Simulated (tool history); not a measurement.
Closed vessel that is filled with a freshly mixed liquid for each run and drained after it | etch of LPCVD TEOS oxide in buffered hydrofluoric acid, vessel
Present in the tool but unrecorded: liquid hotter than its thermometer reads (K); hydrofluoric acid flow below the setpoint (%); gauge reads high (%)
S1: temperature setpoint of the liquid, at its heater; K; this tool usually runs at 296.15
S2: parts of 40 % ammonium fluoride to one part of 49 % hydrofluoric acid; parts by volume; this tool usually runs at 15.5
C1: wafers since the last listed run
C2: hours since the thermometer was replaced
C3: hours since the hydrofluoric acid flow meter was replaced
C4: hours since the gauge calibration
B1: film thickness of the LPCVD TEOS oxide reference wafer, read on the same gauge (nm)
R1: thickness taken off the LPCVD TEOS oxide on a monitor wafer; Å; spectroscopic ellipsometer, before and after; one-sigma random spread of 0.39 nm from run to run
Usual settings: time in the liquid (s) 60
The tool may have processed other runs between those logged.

run 1 hour=0.0 | S1=296.15 S2=15.5 time_in_the_liquid_(s)=60 | C1=0 C2=447.3 C3=1423.7 C4=57.9 | B1=149.93 | R1=1333.2
run 2 hour=92.8 | S1=296.15 S2=15.5 time_in_the_liquid_(s)=60 | C1=6840 C2=540.1 C3=1516.5 C4=150.7 | B1=150.01 | R1=1339.6
run 3 hour=134.4 | S1=296.15 S2=15.5 time_in_the_liquid_(s)=60 | C1=3066 C2=581.7 C3=1558.1 C4=192.3 | B1=149.97 | R1=1337.0
run 4 hour=218.7 | S1=296.15 S2=15.5 time_in_the_liquid_(s)=60 | C1=6213 C2=666.0 C3=1642.4 C4=276.6 | B1=149.99 | R1=1342.1
run 5 hour=283.6 | S1=296.15 S2=15.5 time_in_the_liquid_(s)=60 | C1=4783 C2=730.9 C3=1707.3 C4=341.5 | B1=149.99 | R1=1348.6
-- hour=304.2 thermometer replaced, repeated, since the last time left the tool worse
run 6 hour=362.5 | S1=296.15 S2=15.5 time_in_the_liquid_(s)=60 | C1=5741 C2=58.3 C3=1786.2 C4=420.4 | B1=150.07 | R1=1219.1
run 7 hour=459.1 | S1=296.15 S2=15.5 time_in_the_liquid_(s)=60 | C1=7120 C2=154.9 C3=1882.8 C4=517.0 | B1=149.96 | R1=1226.7
run 8 hour=548.0 | S1=296.15 S2=15.5 time_in_the_liquid_(s)=35 | C1=6552 C2=243.8 C3=1971.7 C4=605.9 | B1=149.97 | R1=715.7
run 9 hour=639.8 | S1=292.65 S2=15.5 time_in_the_liquid_(s)=30 | C1=6766 C2=335.6 C3=2063.5 C4=697.7 | B1=150.02 | R1=508.7
run 10 hour=682.3 | S1=298.65 S2=15.5 time_in_the_liquid_(s)=60 | C1=3132 C2=378.1 C3=2106.0 C4=740.2 | B1=149.98 | R1=1417.5
run 11 hour=760.3 | S1=297.65 S2=21.0 time_in_the_liquid_(s)=90 | C1=5749 C2=456.1 C3=2184.0 C4=818.2 | B1=150.04 | R1=1527.1
run 12 hour=852.5 | S1=294.15 S2=21.5 time_in_the_liquid_(s)=40 | C1=6795 C2=548.3 C3=2276.2 C4=910.4 | B1=149.98 | R1=550.8
run 13 hour=906.7 | S1=298.65 S2=18.5 time_in_the_liquid_(s)=30 | C1=3994 C2=602.5 C3=2330.4 C4=964.6 | B1=150.00 | R1=602.8
run 14 hour=967.3 | S1=296.15 S2=15.5 time_in_the_liquid_(s)=60 | C1=4466 C2=663.1 C3=2391.0 C4=1025.2 | B1=150.06 | R1=1258.1
-- hour=999.6 thermometer replaced
-- hour=1060.2 hydrofluoric acid flow meter replaced
run 15 hour=1071.1 | S1=299.15 S2=21.0 time_in_the_liquid_(s)=60 | C1=7503 C2=71.5 C3=10.9 C4=1129.0 | B1=149.97 | R1=1078.8
run 16 hour=1147.2 | S1=296.15 S2=15.5 time_in_the_liquid_(s)=60 | C1=5609 C2=147.6 C3=87.0 C4=1205.1 | B1=150.05 | R1=1221.8
run 17 hour=1292.7 | S1=296.15 S2=15.5 time_in_the_liquid_(s)=70 | C1=10724 C2=293.1 C3=232.5 C4=1350.6 | B1=150.03 | R1=1425.7
run 18 hour=1377.7 | S1=296.15 S2=15.5 time_in_the_liquid_(s)=60 | C1=6265 C2=378.1 C3=317.5 C4=1435.6 | B1=150.03 | R1=1235.6
run 19 hour=1473.5 | S1=297.65 S2=15.5 time_in_the_liquid_(s)=30 | C1=7061 C2=473.9 C3=413.3 C4=1531.4 | B1=150.01 | R1=671.4
run 20 hour=1514.2 | S1=301.15 S2=15.5 time_in_the_liquid_(s)=45 | C1=2999 C2=514.6 C3=454.0 C4=1572.1 | B1=150.00 | R1=1218.8
run 21 hour=1604.8 | S1=296.15 S2=12.5 time_in_the_liquid_(s)=60 | C1=6677 C2=605.2 C3=544.6 C4=1662.7 | B1=149.97 | R1=1541.8
run 22 hour=1696.1 | S1=291.15 S2=11.5 time_in_the_liquid_(s)=60 | C1=6729 C2=696.5 C3=635.9 C4=1754.0 | B1=149.98 | R1=1269.6
-- hour=1810.3 thermometer replaced
run 23 hour=1909.2 | S1=296.15 S2=18.0 time_in_the_liquid_(s)=60 | C1=15633 C2=98.9 C3=849.0 C4=1967.1 | B1=150.01 | R1=1046.4
run 24 hour=1990.4 | S1=291.15 S2=17.5 time_in_the_liquid_(s)=50 | C1=5985 C2=180.1 C3=930.2 C4=2048.3 | B1=150.04 | R1=677.9
run 25 hour=2044.1 | S1=296.15 S2=15.5 time_in_the_liquid_(s)=90 | C1=3958 C2=233.8 C3=983.9 C4=2102.0 | B1=150.02 | R1=1826.8
run 26 hour=2142.2 | S1=298.65 S2=15.5 time_in_the_liquid_(s)=60 | C1=7230 C2=331.9 C3=1082.0 C4=2200.1 | B1=150.01 | R1=1403.8
run 27 hour=2215.4 | S1=292.65 S2=15.5 time_in_the_liquid_(s)=60 | C1=5395 C2=405.1 C3=1155.2 C4=2273.3 | B1=150.03 | R1=1012.3
run 28 hour=2287.3 | S1=291.65 S2=15.5 time_in_the_liquid_(s)=60 | C1=5299 C2=477.0 C3=1227.1 C4=2345.2 | B1=150.03 | R1=968.2
run 29 hour=2361.3 | S1=299.65 S2=15.5 time_in_the_liquid_(s)=60 | C1=5454 C2=551.0 C3=1301.1 C4=2419.2 | B1=149.99 | R1=1494.4
run 30 hour=2438.6 | S1=293.65 S2=15.5 time_in_the_liquid_(s)=35 | C1=5697 C2=628.3 C3=1378.4 C4=2496.5 | B1=149.98 | R1=634.9
-- hour=2481.4 thermometer replaced
run 31 hour=2491.4 | S1=300.15 S2=13.5 time_in_the_liquid_(s)=70 | C1=3818 C2=10.0 C3=1431.2 C4=2549.3 | B1=149.98 | R1=2015.8

Pick out some run-to-run changes in R1. Of each, how much would a tool without hidden state show as well, from the settings, what came in and chance, and how much is left for the hidden state and any gauge scatter not in both results compared?
Run 5 -> 6: thermometer replaced, repeated, since the last time left the tool worse. R1 -129.5 Å: hidden state -134.8, all else +5.3.
Run 11 -> 12: S1 297.65 -> 294.15, S2 21.0 -> 21.5, time in the liquid (s) 90 -> 40. R1 -976.3 Å: hidden state -28.3, all else -948.0.
Run 14 -> 15: S1 296.15 -> 299.15, S2 15.5 -> 21.0, thermometer replaced, hydrofluoric acid flow meter replaced. R1 -179.3 Å: hidden state -46.5, all else -132.8.
Run 22 -> 23: S1 291.15 -> 296.15, S2 11.5 -> 18.0, thermometer replaced. R1 -223.2 Å: hidden state -44.9, all else -178.3.
Run 24 -> 25: S1 291.15 -> 296.15, S2 17.5 -> 15.5, time in the liquid (s) 50 -> 90. R1 +1148.9 Å: hidden state +20.1, all else +1128.8.
Run 30 -> 31: S1 293.65 -> 300.15, S2 15.5 -> 13.5, time in the liquid (s) 35 -> 70, thermometer replaced. R1 +1380.9 Å: hidden state -5.4, all else +1386.3.
